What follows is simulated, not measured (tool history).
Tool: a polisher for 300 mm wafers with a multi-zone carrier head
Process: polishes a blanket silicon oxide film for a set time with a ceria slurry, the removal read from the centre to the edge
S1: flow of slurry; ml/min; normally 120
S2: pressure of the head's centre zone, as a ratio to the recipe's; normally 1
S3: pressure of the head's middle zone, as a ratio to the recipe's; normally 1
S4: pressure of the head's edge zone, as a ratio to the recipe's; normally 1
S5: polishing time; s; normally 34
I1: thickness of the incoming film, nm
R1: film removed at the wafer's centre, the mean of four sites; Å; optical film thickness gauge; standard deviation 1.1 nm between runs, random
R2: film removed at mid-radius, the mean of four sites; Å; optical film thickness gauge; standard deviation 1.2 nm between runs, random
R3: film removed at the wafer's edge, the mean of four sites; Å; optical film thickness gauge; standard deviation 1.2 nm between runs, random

run,hour,S1,S2,S3,S4,S5,I1,R1,R2,R3
1,0,120,1,1,1,34,1190.4,989,995,998
2,13,120,1.1,1,1,41,1184.9,1295,1172,1198
3,46.8,120,1.1,1,1,41,1199.6,1274,1157,1162
4,66.6,90,1.05,1,1.11,23,1219.3,618,581,639
5,83.7,120,1,1,1,34,1214.4,933,942,948
6,106.2,120,0.91,0.88,1.05,34,1199.4,856,839,975
7,128.5,120,1,1,1,34,1210.3,930,940,929
# hour 154.1: centre zone pressure recalibrated
# hour 160.4: worn pad replaced by a new one
8,160.9,145,1,1.06,1,34,1201.8,1064,1159,1090
9,182.8,120,1.07,1,1,34,1198.8,1070,1022,1009
10,211.5,130,1,0.92,1.1,41,1218.2,1192,1145,1267
# hour 257.8: edge zone pressure recalibrated
# hour 307.2: slurry nozzle cleaned
11,315.5,120,1,1,1,34,1217.1,906,937,947
# hour 336.8: carrier head's membrane replaced by a new one
12,337.3,120,1,1.06,1,34,1194,915,972,937
# hour 362.1: worn pad replaced by a new one
13,362.6,120,1,1,1,23,1212.6,685,710,719
14,391,120,1,1,0.95,34,1223.2,967,1006,980
15,412.3,85,1,1.05,1,41,1203.7,1004,1105,1109
16,428.4,120,0.96,1.09,0.93,43,1199.7,1130,1285,1178
17,490.5,145,0.91,1.06,1,31,1224.8,788,927,911
18,506.7,95,0.94,0.93,1,26,1221.5,607,636,678
19,529.4,120,1.1,1,1,41,1192.3,1229,1089,1150
# hour 553.1: worn pad replaced by a new one
20,564.3,120,1,1,1,34,1207.4,1018,1011,1025
21,583.6,120,1,1.09,1,30,1206.1,867,960,889
22,599.1,120,1.08,1,1.05,43,1212.9,1335,1248,1283
# hour 602.1: edge zone pressure recalibrated
23,617.8,120,1,1,1,28,1209.4,787,785,819

Below are 3 alternative next runs, each starting from the tool's condition after run 23. Predict each:
A,618.2,120,1,1,1,34,1231.3,?,?,?
B,618.2,120,0.91,1,1,30,1231.3,?,?,?
C,618.2,150,1,1.04,0.94,22,1231.3,?,?,?

run,R1,R2,R3
A,954,974,957
B,765,860,844
C,654,686,625
With the hidden condition removed and each run's random variation left untouched, the same runs would have given:
run,R1,R2,R3
A,1033,1064,1045
B,828,939,922
C,708,749,682

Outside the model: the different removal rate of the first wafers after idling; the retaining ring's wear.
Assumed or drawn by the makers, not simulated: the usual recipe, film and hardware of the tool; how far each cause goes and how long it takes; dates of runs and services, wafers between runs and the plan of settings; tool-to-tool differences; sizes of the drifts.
